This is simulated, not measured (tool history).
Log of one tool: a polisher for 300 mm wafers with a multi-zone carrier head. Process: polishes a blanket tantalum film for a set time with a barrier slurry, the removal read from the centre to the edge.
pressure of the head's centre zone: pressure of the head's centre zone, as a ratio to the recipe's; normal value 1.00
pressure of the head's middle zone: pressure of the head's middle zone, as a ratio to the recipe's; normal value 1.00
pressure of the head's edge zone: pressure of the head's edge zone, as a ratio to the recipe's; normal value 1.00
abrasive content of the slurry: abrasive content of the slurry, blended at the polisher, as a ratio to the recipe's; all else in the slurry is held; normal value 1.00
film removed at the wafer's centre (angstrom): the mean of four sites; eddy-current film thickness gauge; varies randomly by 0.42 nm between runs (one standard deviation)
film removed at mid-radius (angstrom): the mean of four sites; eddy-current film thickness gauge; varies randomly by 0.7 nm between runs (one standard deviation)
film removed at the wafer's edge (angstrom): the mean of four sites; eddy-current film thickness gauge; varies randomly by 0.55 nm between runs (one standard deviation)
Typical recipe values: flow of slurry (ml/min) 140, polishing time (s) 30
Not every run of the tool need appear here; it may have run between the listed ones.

run   hour  flow of slurry (ml/min)  pressure of the head's centre zone  pressure of the head's middle zone  pressure of the head's edge zone  abrasive content of the slurry  polishing time (s)  wafers since the last listed run  wafers polished on this pad  hours since the slurry nozzle was cleaned  hours since the centre zone pressure was calibrated  hours since the edge zone pressure was calibrated  hours since the carrier head's membrane was replaced  incoming thickness of the incoming film, nm  film removed at the wafer's centre (angstrom)  film removed at mid-radius (angstrom)  film removed at the wafer's edge (angstrom)
  1    0.0                      140                                1.00                                1.00                              1.00                            1.00                  38                                 0                          501                                      383.2                                                270.8                                               45.4                                                1003.4                                        189.5                                            647                                    641                                          662
      22.0  -- slurry nozzle cleaned
  2   26.6                      140                                1.00                                1.00                              1.00                            1.00                  38                               282                          784                                        4.6                                                297.4                                               72.0                                                1030.0                                        189.4                                            695                                    694                                          703
  3   97.7                      140                                1.00                                1.00                              1.00                            1.00                  38                               784                         1568                                       75.7                                                368.5                                              143.1                                                1101.1                                        189.1                                            690                                    712                                          698
     125.8  -- worn pad replaced by a new one
     162.5  -- centre zone pressure recalibrated
  4  162.9                      140                                1.00                                1.00                              1.00                            1.00                  30                               653                          386                                      140.9                                                  0.4                                              208.3                                                1166.3                                        188.3                                            550                                    545                                          549
  5  223.5                      140                                1.00                                1.00                              1.00                            1.00                  30                               668                         1055                                      201.5                                                 61.0                                              268.9                                                1226.9                                        187.4                                            541                                    541                                          548
     274.9  -- worn pad replaced by a new one
  6  282.0                      140                                1.00                                1.00                              1.00                            1.00                  30                               601                           78                                      260.0                                                119.5                                              327.4                                                1285.4                                        193.4                                            537                                    528                                          535
  7  331.1                      140                                1.00                                1.00                              1.00                            1.00                  30                               541                          620                                      309.1                                                168.6                                              376.5                                                1334.5                                        191.7                                            527                                    537                                          534
  8  396.9                      140                                1.00                                1.00                              1.00                            1.00                  30                               726                         1346                                      374.9                                                234.4                                              442.3                                                1400.3                                        185.6                                            510                                    512                                          523
     425.0  -- worn pad replaced by a new one
  9  438.0                      140                                0.95                                1.00                              1.00                            1.25                  30                               409                          143                                      416.0                                                275.5                                              483.4                                                1441.4                                        190.9                                            512                                    537                                          551
     460.2  -- slurry nozzle cleaned
     466.9  -- carrier head's membrane replaced by a new one
 10  473.8                      140                                1.00                                1.00                              1.00                            1.00                  38                               328                          472                                       13.6                                                311.3                                              519.2                                                   6.9                                        191.0                                            697                                    714                                          707
     518.3  -- edge zone pressure recalibrated
     519.3  -- centre zone pressure recalibrated
     583.8  -- worn pad replaced by a new one
 11  591.5                      155                                1.00                                1.00                              1.00                            1.00                  30                              1222                           84                                      131.3                                                 72.2                                               73.2                                                 124.6                                        190.9                                            563                                    559                                          556
 12  623.8                      140                                1.00                                1.00                              1.05                            0.90                  30                               356                          441                                      163.6                                                104.5                                              105.5                                                 156.9                                        186.6                                            533                                    524                                          539
 13  679.5                      140                                1.09                                1.05                              1.00                            1.00                  30                               614                         1055                                      219.3                                                160.2                                              161.2                                                 212.6                                        191.2                                            593                                    565                                          546
 14  731.9                      100                                1.00                                1.08                              1.00                            1.00                  37                               578                         1634                                      271.7                                                212.6                                              213.6                                                 265.0                                        186.9                                            600                                    653                                          642
     748.3  -- worn pad replaced by a new one
 15  778.8                      180                                0.88                                1.00                              0.95                            1.00                  38                               473                          336                                      318.6                                                259.5                                              260.5                                                 311.9                                        188.5                                            631                                    722                                          693

5 ways to go on from here, each from the tool as it stands after run 15. What would each give?
  A  779.2                      140                                1.00                                1.00                              0.93                            1.00                  30                                 4                          340                                      319.0                                                259.9                                              260.9                                                 312.3                                        191.5                                              ?                                      ?                                            ?
  B  779.2                      140                                0.95                                1.00                              1.00                            1.00                  37                                 4                          340                                      319.0                                                259.9                                              260.9                                                 312.3                                        191.5                                              ?                                      ?                                            ?
  C  779.2                      140                                1.00                                1.00                              1.10                            1.00                  30                                 4                          340                                      319.0                                                259.9                                              260.9                                                 312.3                                        191.5                                              ?                                      ?                                            ?
  D  779.2                      140                                0.89                                1.00                              1.00                            1.00                  30                                 4                          340                                      319.0                                                259.9                                              260.9                                                 312.3                                        191.5                                              ?                                      ?                                            ?
  E  779.2                      165                                1.04                                0.94                              1.00                            0.75                  30                                 4                          340                                      319.0                                                259.9                                              260.9                                                 312.3                                        191.5                                              ?                                      ?                                            ?

run  film removed at the wafer's centre (angstrom)  film removed at mid-radius (angstrom)  film removed at the wafer's edge (angstrom)
  A                                            535                                    539                                          525
  B                                            626                                    665                                          663
  C                                            535                                    539                                          556
  D                                            475                                    539                                          538
  E                                            514                                    473                                          490
What these runs would have given with no unlogged condition in the tool:
run  film removed at the wafer's centre (angstrom)  film removed at mid-radius (angstrom)  film removed at the wafer's edge (angstrom)
  A                                            563                                    564                                          542
  B                                            659                                    696                                          685
  C                                            563                                    564                                          574
  D                                            500                                    564                                          555
  E                                            537                                    491                                          504
